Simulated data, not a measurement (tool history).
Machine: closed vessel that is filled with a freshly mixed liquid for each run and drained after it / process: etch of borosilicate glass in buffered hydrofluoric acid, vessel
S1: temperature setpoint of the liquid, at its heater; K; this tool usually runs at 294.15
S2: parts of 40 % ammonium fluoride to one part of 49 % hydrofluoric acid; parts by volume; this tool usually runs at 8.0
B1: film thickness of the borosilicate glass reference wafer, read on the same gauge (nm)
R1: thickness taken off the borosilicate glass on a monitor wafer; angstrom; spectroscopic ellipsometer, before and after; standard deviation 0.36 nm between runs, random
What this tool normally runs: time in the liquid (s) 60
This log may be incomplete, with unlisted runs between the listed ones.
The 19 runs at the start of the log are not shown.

run 20 hour=482.5 | S1=291.65 S2=8.0 time_in_the_liquid_(s)=60 | B1=129.36 | R1=690.6
run 21 hour=498.2 | S1=290.15 S2=11.0 time_in_the_liquid_(s)=30 | B1=129.20 | R1=236.7
-- hour=524.2 hydrofluoric acid flow meter replaced
run 22 hour=524.7 | S1=296.15 S2=9.0 time_in_the_liquid_(s)=90 | B1=129.02 | R1=1158.7
run 23 hour=540.7 | S1=290.15 S2=11.0 time_in_the_liquid_(s)=30 | B1=128.93 | R1=235.8
run 24 hour=573.7 | S1=294.15 S2=8.0 time_in_the_liquid_(s)=30 | B1=128.72 | R1=394.3
run 25 hour=592.3 | S1=298.15 S2=7.0 time_in_the_liquid_(s)=60 | B1=128.61 | R1=1136.0
-- hour=596.4 thermometer replaced
run 26 hour=622.7 | S1=296.65 S2=8.0 time_in_the_liquid_(s)=40 | B1=128.47 | R1=599.8
run 27 hour=650.9 | S1=294.15 S2=8.0 time_in_the_liquid_(s)=60 | B1=128.37 | R1=783.6
run 28 hour=674.5 | S1=296.65 S2=8.0 time_in_the_liquid_(s)=40 | B1=128.30 | R1=598.5
run 29 hour=703.5 | S1=294.15 S2=10.5 time_in_the_liquid_(s)=60 | B1=128.23 | R1=614.8
run 30 hour=726.0 | S1=294.15 S2=8.0 time_in_the_liquid_(s)=60 | B1=128.16 | R1=782.8
run 31 hour=751.0 | S1=294.15 S2=8.0 time_in_the_liquid_(s)=60 | B1=128.10 | R1=786.3
run 32 hour=785.6 | S1=294.15 S2=6.0 time_in_the_liquid_(s)=60 | B1=128.03 | R1=1039.8
run 33 hour=818.8 | S1=290.15 S2=7.0 time_in_the_liquid_(s)=50 | B1=128.00 | R1=609.2

Predict each of these 4 candidate next runs independently; none follows another, all start after run 33:
run A hour=819.5 | S1=294.15 S2=8.0 time_in_the_liquid_(s)=60 | B1=? | R1=?
run B hour=819.5 | S1=297.65 S2=7.0 time_in_the_liquid_(s)=45 | B1=? | R1=?
run C hour=819.5 | S1=292.15 S2=8.0 time_in_the_liquid_(s)=85 | B1=? | R1=?
run D hour=819.5 | S1=290.15 S2=9.5 time_in_the_liquid_(s)=80 | B1=? | R1=?

run=A B1=127.97 R1=786.0
run=B B1=127.97 R1=824.3
run=C B1=127.97 R1=998.3
run=D B1=127.97 R1=713.0
Without the tool's hidden state the same runs would have given:
run=A R1=798.4
run=B R1=837.3
run=C R1=1014.1
run=D R1=724.2
